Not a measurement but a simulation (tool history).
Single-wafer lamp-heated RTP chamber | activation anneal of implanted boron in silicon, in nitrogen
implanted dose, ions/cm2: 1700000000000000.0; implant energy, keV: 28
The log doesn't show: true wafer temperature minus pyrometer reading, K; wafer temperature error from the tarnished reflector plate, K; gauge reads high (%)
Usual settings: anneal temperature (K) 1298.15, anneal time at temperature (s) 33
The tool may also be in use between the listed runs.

| run | hour | anneal temperature (K) | anneal time at temperature (s) | wafers since the last listed run | wafers since the last pyrometer calibration | wafers since the reflector plate was cleaned | hours since the gauge calibration | read-back reference wafer on the same gauge, sheet resistance | sheet resistance of the implanted and annealed layer (ohm/square) |
|---|---|---|---|---|---|---|---|---|---|
| 1 | 0 | 1298.15 | 33 | 0 | 2542 | 1979 | 429.4 | 69.44 | 66.49 |
| 2 | 65.1 | 1298.15 | 33 | 654 | 3197 | 2634 | 494.5 | 69.4 | 66.09 |
| 3 | 100 | 1298.15 | 33 | 351 | 3548 | 2985 | 529.4 | 69.5 | 66.47 |
| 4 | 124.7 | 1298.15 | 45 | 248 | 3797 | 3234 | 554.1 | 69.45 | 65.82 |
| 5 | 163.7 | 1298.15 | 45 | 392 | 4189 | 3626 | 593.1 | 69.45 | 65.83 |
|  | 177.4 | pyrometer window cleaned and pyrometer calibrated |
| 6 | 219.9 | 1281.15 | 33 | 484 | 428 | 4111 | 649.3 | 69.45 | 68.96 |
| 7 | 247.8 | 1281.15 | 21 | 280 | 708 | 4392 | 677.2 | 69.62 | 69.56 |
| 8 | 296.7 | 1281.15 | 21 | 491 | 1200 | 4884 | 726.1 | 69.58 | 69.34 |
| 9 | 356.8 | 1281.15 | 21 | 604 | 1805 | 5488 | 786.2 | 69.49 | 69.82 |
| 10 | 392.2 | 1298.15 | 33 | 356 | 2161 | 5844 | 821.6 | 69.48 | 66.37 |
| 11 | 429.6 | 1298.15 | 33 | 376 | 2537 | 6221 | 859 | 69.55 | 66.47 |
| 12 | 474.8 | 1298.15 | 33 | 454 | 2992 | 6675 | 904.2 | 69.51 | 65.99 |
| 13 | 518 | 1298.15 | 33 | 434 | 3427 | 7110 | 947.4 | 69.39 | 65.88 |
| 14 | 567.2 | 1298.15 | 28 | 495 | 3922 | 7605 | 996.6 | 69.44 | 66.28 |
|  | 600.3 | pyrometer window cleaned and pyrometer calibrated |
|  | 624.5 | reflector plate cleaned |
| 15 | 627.7 | 1298.15 | 28 | 447 | 195 | 31 | 1057.1 | 69.5 | 67.18 |
| 16 | 690.8 | 1298.15 | 33 | 634 | 830 | 666 | 1120.2 | 69.55 | 66.76 |
| 17 | 739.8 | 1298.15 | 33 | 492 | 1323 | 1159 | 1169.2 | 69.51 | 66.71 |
| 18 | 805.7 | 1298.15 | 33 | 663 | 1986 | 1822 | 1235.1 | 69.51 | 66.74 |
| 19 | 861.6 | 1298.15 | 33 | 562 | 2548 | 2385 | 1291 | 69.51 | 66.86 |
| 20 | 933.5 | 1289.15 | 51 | 723 | 3272 | 3108 | 1362.9 | 69.56 | 66.44 |
|  | 999.9 | pyrometer window cleaned and pyrometer calibrated |
| 21 | 1000.4 | 1298.15 | 25 | 592 | 5 | 3701 | 1429.8 | 69.52 | 66.91 |
| 22 | 1048.3 | 1298.15 | 26 | 481 | 487 | 4183 | 1477.7 | 69.47 | 67.04 |
|  | 1067.5 | gauge calibrated |
| 23 | 1109.8 | 1288.15 | 26 | 618 | 1106 | 4801 | 42.3 | 69.48 | 68.26 |
| 24 | 1172.6 | 1298.15 | 33 | 631 | 1737 | 5433 | 105.1 | 69.48 | 66.24 |
| 25 | 1208.1 | 1322.15 | 40 | 357 | 2095 | 5790 | 140.6 | 69.44 | 63.9 |
| 26 | 1266.4 | 1314.15 | 45 | 586 | 2681 | 6377 | 198.9 | 69.41 | 64.5 |
| 27 | 1335.2 | 1289.15 | 33 | 692 | 3373 | 7069 | 267.7 | 69.46 | 67.31 |
| 28 | 1395.4 | 1319.15 | 52 | 605 | 3979 | 7675 | 327.9 | 69.6 | 63.24 |
|  | 1455.5 | reflector plate cleaned |
|  | 1481.6 | pyrometer window cleaned and pyrometer calibrated |
| 29 | 1522.1 | 1277.15 | 33 | 1113 | 407 | 589 | 454.6 | 69.45 | 70.06 |
| 30 | 1550.5 | 1314.15 | 23 | 285 | 693 | 875 | 483 | 69.54 | 65.55 |
| 31 | 1622.2 | 1312.15 | 50 | 721 | 1414 | 1596 | 554.7 | 69.39 | 64.48 |
| 32 | 1691.4 | 1288.15 | 38 | 696 | 2110 | 2292 | 623.9 | 69.39 | 68.14 |
| 33 | 1726 | 1298.15 | 33 | 348 | 2458 | 2640 | 658.5 | 69.53 | 66.89 |
| 34 | 1837.1 | 1298.15 | 33 | 1117 | 3576 | 3758 | 769.6 | 69.52 | 66.63 |
| 35 | 1894.3 | 1285.15 | 19 | 575 | 4152 | 4334 | 826.8 | 69.57 | 69.2 |
| 36 | 1948.1 | 1273.15 | 42 | 541 | 4693 | 4875 | 880.6 | 69.48 | 69.43 |
|  | 1965 | pyrometer window cleaned and pyrometer calibrated |
| 37 | 2009.5 | 1298.15 | 41 | 537 | 447 | 5412 | 942 | 69.47 | 65.68 |
| 38 | 2052.3 | 1298.15 | 33 | 430 | 878 | 5843 | 984.8 | 69.47 | 66.09 |

The tool's hidden state at each run:
true wafer temperature minus pyrometer reading, K: 0 in every run
gauge reads high (%): 0 in every run
H1: wafer temperature error from the tarnished reflector plate, K
| run | H1 |
|---|---|
| 1 | 0.661 |
| 2 | 1.04 |
| 3 | 1.29 |
| 4 | 1.48 |
| 5 | 1.82 |
| 6 | 2.37 |
| 7 | 2.68 |
| 8 | 3.26 |
| 9 | 4.05 |
| 10 | 4.57 |
| 11 | 5.14 |
| 12 | 5.89 |
| 13 | 6.65 |
| 14 | 7.57 |
| 15 | 0.0275 |
| 16 | 0.0831 |
| 17 | 0.196 |
| 18 | 0.443 |
| 19 | 0.74 |
| 20 | 1.24 |
| 21 | 1.82 |
| 22 | 2.3 |
| 23 | 3.01 |
| 24 | 3.83 |
| 25 | 4.34 |
| 26 | 5.25 |
| 27 | 6.43 |
| 28 | 7.56 |
| 29 | 0.127 |
| 30 | 0.185 |
| 31 | 0.423 |
| 32 | 0.776 |
| 33 | 0.998 |
| 34 | 1.92 |
| 35 | 2.51 |
| 36 | 3.15 |
| 37 | 3.96 |
| 38 | 4.59 |

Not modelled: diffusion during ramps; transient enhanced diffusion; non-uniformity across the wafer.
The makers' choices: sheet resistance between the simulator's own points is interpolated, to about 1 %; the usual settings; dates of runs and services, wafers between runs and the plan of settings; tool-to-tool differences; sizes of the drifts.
